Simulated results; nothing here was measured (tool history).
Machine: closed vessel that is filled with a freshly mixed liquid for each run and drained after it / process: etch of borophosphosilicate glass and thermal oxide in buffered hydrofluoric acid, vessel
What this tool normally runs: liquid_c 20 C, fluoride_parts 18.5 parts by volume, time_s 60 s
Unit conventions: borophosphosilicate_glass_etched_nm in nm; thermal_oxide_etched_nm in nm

| run | hour | liquid_c | fluoride_parts | time_s | wafers since the last listed run | hours since the thermometer was replaced | hours since the hydrofluoric acid flow meter was replaced | hours since the gauge calibration | read-back film thickness of the borophosphosilicate glass reference wafer, read on the same gauge (nm) | read-back film thickness of the thermal oxide reference wafer, read on the same gauge (nm) | borophosphosilicate_glass_etched_nm | thermal_oxide_etched_nm |
|---|---|---|---|---|---|---|---|---|---|---|---|---|
| 1 | 0 | 20 | 21 | 60 | 0 | 630.7 | 828.6 | 845.6 | 110.03 | 70.02 | 27.83 | 30.29 |
|  | 35.9 | thermometer replaced |
| 2 | 66.8 | 20 | 21 | 60 | 9013 | 30.9 | 895.4 | 912.4 | 109.97 | 70.01 | 26.86 | 29.38 |
| 3 | 157.6 | 23 | 20.5 | 60 | 12438 | 121.7 | 986.2 | 1003.2 | 110.01 | 69.97 | 32.49 | 35.52 |
| 4 | 256.6 | 20 | 18.5 | 60 | 13561 | 220.7 | 1085.2 | 1102.2 | 109.98 | 70 | 30.81 | 33.53 |
| 5 | 349 | 20 | 18.5 | 60 | 12657 | 313.1 | 1177.6 | 1194.6 | 110.04 | 70.03 | 30.99 | 34.01 |
| 6 | 394.6 | 20 | 18.5 | 60 | 6246 | 358.7 | 1223.2 | 1240.2 | 109.99 | 70.02 | 31.01 | 33.83 |
| 7 | 467.7 | 20 | 18.5 | 60 | 10013 | 431.8 | 1296.3 | 1313.3 | 109.97 | 69.98 | 31.44 | 33.74 |
| 8 | 534 | 20 | 18.5 | 60 | 9082 | 498.1 | 1362.6 | 1379.6 | 110.04 | 70.02 | 31.34 | 34.72 |
| 9 | 589.7 | 20 | 18.5 | 60 | 7630 | 553.8 | 1418.3 | 1435.3 | 109.99 | 70.05 | 31.49 | 34.65 |
| 10 | 686.2 | 20 | 23.5 | 60 | 13219 | 650.3 | 1514.8 | 1531.8 | 110 | 70 | 25.9 | 28.87 |
| 11 | 772.9 | 20 | 18.5 | 40 | 11877 | 737 | 1601.5 | 1618.5 | 110.03 | 69.96 | 21.3 | 23.45 |
|  | 775.4 | thermometer replaced |
| 12 | 866.8 | 20 | 18.5 | 40 | 12726 | 91.4 | 1695.4 | 1712.4 | 110.01 | 69.95 | 20.76 | 22.73 |
|  | 951.4 | gauge calibrated |
| 13 | 952.1 | 20 | 18.5 | 60 | 11685 | 176.7 | 1780.7 | 0.7 | 109.94 | 70.02 | 31.24 | 34.09 |
| 14 | 1056.3 | 20 | 12.5 | 45 | 14274 | 280.9 | 1884.9 | 104.9 | 109.95 | 69.98 | 34.77 | 37.81 |
|  | 1119.4 | hydrofluoric acid flow meter replaced |
| 15 | 1138.8 | 17 | 18.5 | 60 | 11164 | 363.4 | 19.4 | 187.4 | 109.94 | 69.97 | 25.77 | 28.2 |
| 16 | 1198.9 | 24 | 23.5 | 80 | 8233 | 423.5 | 79.5 | 247.5 | 110.03 | 69.98 | 41.73 | 46.41 |
| 17 | 1271.8 | 18.5 | 25 | 60 | 9986 | 496.4 | 152.4 | 320.4 | 110 | 69.97 | 22.33 | 24.45 |
| 18 | 1378 | 23 | 15 | 75 | 14548 | 602.6 | 258.6 | 426.6 | 109.99 | 70.05 | 56 | 61.15 |
|  | 1383.9 | thermometer replaced |
| 19 | 1473.2 | 18 | 26 | 60 | 12904 | 89.3 | 353.8 | 521.8 | 109.99 | 69.98 | 20.74 | 22.56 |
| 20 | 1538 | 24.5 | 18.5 | 35 | 8876 | 154.1 | 418.6 | 586.6 | 110 | 70.01 | 22.4 | 24.64 |
| 21 | 1587.2 | 20 | 24.5 | 80 | 6739 | 203.3 | 467.8 | 635.8 | 109.98 | 69.98 | 32.25 | 35.38 |
| 22 | 1687.7 | 18.5 | 22 | 90 | 13767 | 303.8 | 568.3 | 736.3 | 110.02 | 70.02 | 36.12 | 39.03 |
| 23 | 1758.4 | 17 | 21.5 | 40 | 9685 | 374.5 | 639 | 807 | 109.96 | 70.02 | 15.12 | 16.42 |
| 24 | 1802.5 | 20 | 24.5 | 85 | 6041 | 418.6 | 683.1 | 851.1 | 109.98 | 70.03 | 34.99 | 38.33 |
| 25 | 1907 | 17 | 18.5 | 60 | 14315 | 523.1 | 787.6 | 955.6 | 110.01 | 70.01 | 26.11 | 28.74 |

Below are 4 alternative next runs, each starting from the tool's condition after run 25. Predict each:
| A | 1907.7 | 20 | 18.5 | 60 | 95 | 523.8 | 788.3 | 956.3 | ? | ? | ? | ? |
| B | 1907.7 | 17.5 | 21.5 | 60 | 95 | 523.8 | 788.3 | 956.3 | ? | ? | ? | ? |
| C | 1907.7 | 18 | 18.5 | 60 | 95 | 523.8 | 788.3 | 956.3 | ? | ? | ? | ? |
| D | 1907.7 | 20 | 11 | 60 | 95 | 523.8 | 788.3 | 956.3 | ? | ? | ? | ? |

| run | read-back film thickness of the borophosphosilicate glass reference wafer, read on the same gauge (nm) | read-back film thickness of the thermal oxide reference wafer, read on the same gauge (nm) | borophosphosilicate_glass_etched_nm | thermal_oxide_etched_nm |
|---|---|---|---|---|
| A | 110.01 | 70.06 | 30.9 | 34.01 |
| B | 110.01 | 70.06 | 23.53 | 25.87 |
| C | 110.01 | 70.06 | 27.65 | 30.39 |
| D | 110.01 | 70.06 | 51.63 | 56.66 |
With the hidden condition removed and each run's random variation left untouched, the same runs would have given:
| run | borophosphosilicate_glass_etched_nm | thermal_oxide_etched_nm |
|---|---|---|
| A | 29.44 | 32.39 |
| B | 22.53 | 24.76 |
| C | 26.33 | 28.93 |
| D | 49.19 | 53.98 |
